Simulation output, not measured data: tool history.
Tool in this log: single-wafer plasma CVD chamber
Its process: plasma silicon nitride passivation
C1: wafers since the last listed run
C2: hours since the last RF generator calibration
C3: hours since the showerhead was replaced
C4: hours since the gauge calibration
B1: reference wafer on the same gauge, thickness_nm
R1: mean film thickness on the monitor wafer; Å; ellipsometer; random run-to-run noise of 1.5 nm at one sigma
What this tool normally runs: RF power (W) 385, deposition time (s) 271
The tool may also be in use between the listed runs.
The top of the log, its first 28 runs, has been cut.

run 29 hour=2502.8 | RF_power_(W)=425 deposition_time_(s)=223 | C1=446 C2=1776.2 C3=1082.6 C4=1532.0 | B1=358.849 | R1=3082.57
-- hour=2548.1 RF generator calibrated
run 30 hour=2576.6 | RF_power_(W)=460 deposition_time_(s)=318 | C1=433 C2=28.5 C3=1156.4 C4=1605.8 | B1=358.654 | R1=4696.60
run 31 hour=2638.6 | RF_power_(W)=385 deposition_time_(s)=271 | C1=408 C2=90.5 C3=1218.4 C4=1667.8 | B1=358.856 | R1=3737.42
run 32 hour=2701.8 | RF_power_(W)=420 deposition_time_(s)=244 | C1=416 C2=153.7 C3=1281.6 C4=1731.0 | B1=358.725 | R1=3439.89
run 33 hour=2768.6 | RF_power_(W)=450 deposition_time_(s)=312 | C1=440 C2=220.5 C3=1348.4 C4=1797.8 | B1=359.359 | R1=4476.40
run 34 hour=2805.3 | RF_power_(W)=385 deposition_time_(s)=321 | C1=241 C2=257.2 C3=1385.1 C4=1834.5 | B1=359.087 | R1=4363.39
run 35 hour=2879.1 | RF_power_(W)=385 deposition_time_(s)=271 | C1=486 C2=331.0 C3=1458.9 C4=1908.3 | B1=358.476 | R1=3690.36
run 36 hour=2917.7 | RF_power_(W)=385 deposition_time_(s)=271 | C1=254 C2=369.6 C3=1497.5 C4=1946.9 | B1=359.072 | R1=3678.36
run 37 hour=2978.1 | RF_power_(W)=385 deposition_time_(s)=271 | C1=398 C2=430.0 C3=1557.9 C4=2007.3 | B1=358.981 | R1=3698.56
run 38 hour=3061.5 | RF_power_(W)=420 deposition_time_(s)=271 | C1=549 C2=513.4 C3=1641.3 C4=2090.7 | B1=358.646 | R1=3769.32
run 39 hour=3109.3 | RF_power_(W)=455 deposition_time_(s)=294 | C1=315 C2=561.2 C3=1689.1 C4=2138.5 | B1=359.477 | R1=4213.92
-- hour=3119.2 gauge calibrated
run 40 hour=3150.9 | RF_power_(W)=315 deposition_time_(s)=302 | C1=274 C2=602.8 C3=1730.7 C4=31.7 | B1=358.666 | R1=3754.27
run 41 hour=3253.4 | RF_power_(W)=445 deposition_time_(s)=285 | C1=675 C2=705.3 C3=1833.2 C4=134.2 | B1=359.567 | R1=4042.64
run 42 hour=3351.4 | RF_power_(W)=330 deposition_time_(s)=298 | C1=646 C2=803.3 C3=1931.2 C4=232.2 | B1=359.269 | R1=3793.86
run 43 hour=3448.1 | RF_power_(W)=430 deposition_time_(s)=305 | C1=637 C2=900.0 C3=2027.9 C4=328.9 | B1=359.741 | R1=4228.72

4 ways to go on from here, each from the tool as it stands after run 43. What would each give?
run A hour=3448.6 | RF_power_(W)=440 deposition_time_(s)=271 | C1=3 C2=900.5 C3=2028.4 C4=329.4 | B1=? | R1=?
run B hour=3448.6 | RF_power_(W)=385 deposition_time_(s)=247 | C1=3 C2=900.5 C3=2028.4 C4=329.4 | B1=? | R1=?
run C hour=3448.6 | RF_power_(W)=445 deposition_time_(s)=313 | C1=3 C2=900.5 C3=2028.4 C4=329.4 | B1=? | R1=?
run D hour=3448.6 | RF_power_(W)=455 deposition_time_(s)=252 | C1=3 C2=900.5 C3=2028.4 C4=329.4 | B1=? | R1=?

run=A B1=359.039 R1=3817.82
run=B B1=359.039 R1=3315.59
run=C B1=359.039 R1=4427.32
run=D B1=359.039 R1=3592.76
Stripped of hidden state, with their random variation kept, the same runs would have yielded:
run=A R1=3914.59
run=B R1=3399.63
run=C R1=4539.54
run=D R1=3683.82
